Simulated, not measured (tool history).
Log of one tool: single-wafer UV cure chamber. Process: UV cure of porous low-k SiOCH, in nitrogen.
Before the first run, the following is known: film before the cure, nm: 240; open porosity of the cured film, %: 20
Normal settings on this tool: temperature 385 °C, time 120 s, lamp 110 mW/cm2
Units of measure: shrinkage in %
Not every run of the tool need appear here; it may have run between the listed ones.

{"run": 1, "day": 0.0, "temperature": 385, "time": 120, "lamp": 110, "shrinkage": 8.459}
{"day": 4.104, "done": "quartz window cleaned"}
{"day": 7.304, "done": "UV bulbs replaced"}
{"run": 2, "day": 12.954, "temperature": 385, "time": 120, "lamp": 110, "shrinkage": 8.579}
{"run": 3, "day": 14.825, "temperature": 385, "time": 120, "lamp": 110, "shrinkage": 8.155}
{"run": 4, "day": 17.333, "temperature": 385, "time": 95, "lamp": 85, "shrinkage": 6.52}
{"run": 5, "day": 19.238, "temperature": 385, "time": 95, "lamp": 85, "shrinkage": 6.365}
{"day": 20.346, "done": "quartz window cleaned"}
{"run": 6, "day": 20.925, "temperature": 385, "time": 95, "lamp": 85, "shrinkage": 7.25}
{"run": 7, "day": 23.379, "temperature": 374, "time": 120, "lamp": 110, "shrinkage": 8.689}
{"run": 8, "day": 31.621, "temperature": 385, "time": 120, "lamp": 110, "shrinkage": 8.176}
{"run": 9, "day": 36.079, "temperature": 385, "time": 120, "lamp": 110, "shrinkage": 8.289}
{"run": 10, "day": 38.671, "temperature": 385, "time": 120, "lamp": 110, "shrinkage": 8.297}
{"day": 39.442, "done": "quartz window cleaned"}
{"run": 11, "day": 40.271, "temperature": 385, "time": 120, "lamp": 110, "shrinkage": 9.068}
{"run": 12, "day": 44.7, "temperature": 379, "time": 70, "lamp": 85, "shrinkage": 5.299}
{"run": 13, "day": 47.333, "temperature": 377, "time": 120, "lamp": 121, "shrinkage": 8.756}
{"run": 14, "day": 50.338, "temperature": 404, "time": 90, "lamp": 110, "shrinkage": 7.42}
{"run": 15, "day": 52.471, "temperature": 385, "time": 120, "lamp": 110, "shrinkage": 8.06}
{"day": 57.388, "done": "quartz window cleaned"}
{"run": 16, "day": 60.35, "temperature": 399, "time": 120, "lamp": 149, "shrinkage": 10.569}
{"day": 61.321, "done": "UV bulbs replaced"}
{"run": 17, "day": 62.188, "temperature": 398, "time": 165, "lamp": 77, "shrinkage": 8.536}
{"day": 72.392, "done": "quartz window cleaned"}
{"run": 18, "day": 75.329, "temperature": 393, "time": 120, "lamp": 134, "shrinkage": 9.74}
{"run": 19, "day": 77.892, "temperature": 393, "time": 120, "lamp": 134, "shrinkage": 9.617}
{"run": 20, "day": 81.308, "temperature": 392, "time": 90, "lamp": 110, "shrinkage": 7.262}
{"run": 21, "day": 83.229, "temperature": 373, "time": 185, "lamp": 126, "shrinkage": 10.581}
{"day": 87.275, "done": "quartz window cleaned"}
{"run": 22, "day": 87.342, "temperature": 385, "time": 120, "lamp": 110, "shrinkage": 9.07}

Consider 5 possible next runs. They are alternatives, not a sequence: every one starts from the tool as it was left by run 22. What does each give?
{"run": "A", "day": 87.362, "temperature": 385, "time": 60, "lamp": 110, "shrinkage": "?"}
{"run": "B", "day": 87.362, "temperature": 395, "time": 120, "lamp": 142, "shrinkage": "?"}
{"run": "C", "day": 87.362, "temperature": 372, "time": 120, "lamp": 131, "shrinkage": "?"}
{"run": "D", "day": 87.362, "temperature": 398, "time": 120, "lamp": 110, "shrinkage": "?"}
{"run": "E", "day": 87.362, "temperature": 385, "time": 90, "lamp": 110, "shrinkage": "?"}

run=A shrinkage=6.358
run=B shrinkage=10.443
run=C shrinkage=9.690
run=D shrinkage=9.389
run=E shrinkage=7.972
Take away the tool's hidden state, keep each run's random variation, and the runs would have read:
run=A shrinkage=6.473
run=B shrinkage=10.574
run=C shrinkage=9.818
run=D shrinkage=9.517
run=E shrinkage=8.095

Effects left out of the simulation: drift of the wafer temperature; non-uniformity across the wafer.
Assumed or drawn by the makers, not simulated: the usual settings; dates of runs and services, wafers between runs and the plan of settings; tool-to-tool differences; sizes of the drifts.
